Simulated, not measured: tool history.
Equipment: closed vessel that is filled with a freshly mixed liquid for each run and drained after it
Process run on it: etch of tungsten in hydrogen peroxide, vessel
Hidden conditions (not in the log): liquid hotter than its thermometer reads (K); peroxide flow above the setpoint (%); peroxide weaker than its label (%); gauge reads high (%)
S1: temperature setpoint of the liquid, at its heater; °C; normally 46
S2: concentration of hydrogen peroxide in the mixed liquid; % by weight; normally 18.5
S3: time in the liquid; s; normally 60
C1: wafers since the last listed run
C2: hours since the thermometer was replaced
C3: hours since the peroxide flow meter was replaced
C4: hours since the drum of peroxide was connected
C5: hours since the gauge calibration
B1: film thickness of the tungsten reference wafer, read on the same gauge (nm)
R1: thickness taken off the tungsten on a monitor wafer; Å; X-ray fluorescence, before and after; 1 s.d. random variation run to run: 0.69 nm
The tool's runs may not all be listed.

run    hour    S1    S2  S3    C1      C2     C3      C4      C5     B1      R1
  1       0    46  18.5  45     0  1780.5   90.3   344.3  1262.5     80     808
  2    38.3    46  18.5  45  3386  1818.8  128.6   382.6  1300.8  80.03   794.4
  3   140.5    46  18.5  45  9035    1921  230.8   484.8    1403  80.02   811.7
  4   205.8    46  18.5  60  5773  1986.3  296.1   550.1  1468.3  80.01  1076.3
  5   284.3    46  18.5  60  6940  2064.8  374.6   628.6  1546.8  79.98  1072.7
  6   336.1    46  18.5  60  4579  2116.6  426.4   680.4  1598.6  79.97  1057.4
  7   376.3  40.5  18.5  70  3554  2156.8  466.6   720.6  1638.8  80.02   886.1
  8   419.1  40.5  18.5  70  3784  2199.6  509.4   763.4  1681.6  79.99   878.3
  9   500.6    46  18.5  35  7205  2281.1  590.9   844.9  1763.1  79.99   628.9
 10   584.4    46  18.5  35  7409  2364.9  674.7   928.7  1846.9  79.98     627
 11   670.2    46  18.5  35  7585  2450.7  760.5  1014.5  1932.7  80.03   616.5
        712  -- new drum of peroxide connected
      724.2  -- peroxide flow meter replaced
 12   756.2    46  18.5  60  7426  2536.7     32    44.2  2018.7  80.01  1073.6
 13   797.1    46  18.5  60  3616  2577.6   72.9    85.1  2059.6     80  1073.7
 14   904.5    40  15.5  40  9495    2685  180.3   192.5    2167  79.97   447.5
      953.7  -- gauge calibrated
 15   953.9    37    14  60  4367  2734.4  229.7   241.9     0.2  80.01   525.6
     1037.2  -- thermometer replaced
 16    1051    46  18.5  60  8496    13.8  326.8     339    97.3  80.01    1071
 17  1088.8    46  18.5  45  3342    51.6  364.6   376.8   135.1  79.97   809.2
 18  1154.7  41.5  20.5  85  5826   117.5  430.5   442.7     201     80  1205.9
 19  1211.6  40.5  18.5  70  5030   174.4  487.4   499.6   257.9     80   872.3
 20  1282.4    46  18.5  60  6259   245.2  558.2   570.4   328.7  79.99  1079.1
 21    1378    49  18.5  80  8452   340.8  653.8     666   424.3     80  1714.4
 22  1418.4    51    22  50  3571   381.2  694.2   706.4   464.7  80.05  1336.1
 23  1490.3    46    17  75  6356   453.1  766.1   778.3   536.6     80    1286
 24  1527.7    49    15  45  3306   490.5  803.5   815.7     574     80   872.6
     1535.4  -- peroxide flow meter replaced
 25  1565.5    42    16  70  3253   528.3   30.1   853.5   611.8  79.99   916.1
 26  1654.2  36.5  18.5  90  7842     617  118.8   942.2   700.5  79.97   870.6

Each row is a separate what-if for the run after 26, all from the same tool condition, not one after another. Results?
  A  1654.9    46  18.5  60  61  617.7  119.5  942.9  701.2   ?   ?
  B  1654.9    46    20  60  61  617.7  119.5  942.9  701.2   ?   ?
  C  1654.9    36  18.5  60  61  617.7  119.5  942.9  701.2   ?   ?
  D  1654.9  37.5  18.5  70  61  617.7  119.5  942.9  701.2   ?   ?

run     B1      R1
  A  79.97  1080.2
  B  79.97  1123.1
  C  79.97   565.7
  D  79.97   729.1
Without the tool's unlogged condition, the same runs would have read:
run      R1
  A  1080.2
  B  1123.1
  C   565.7
  D   729.1
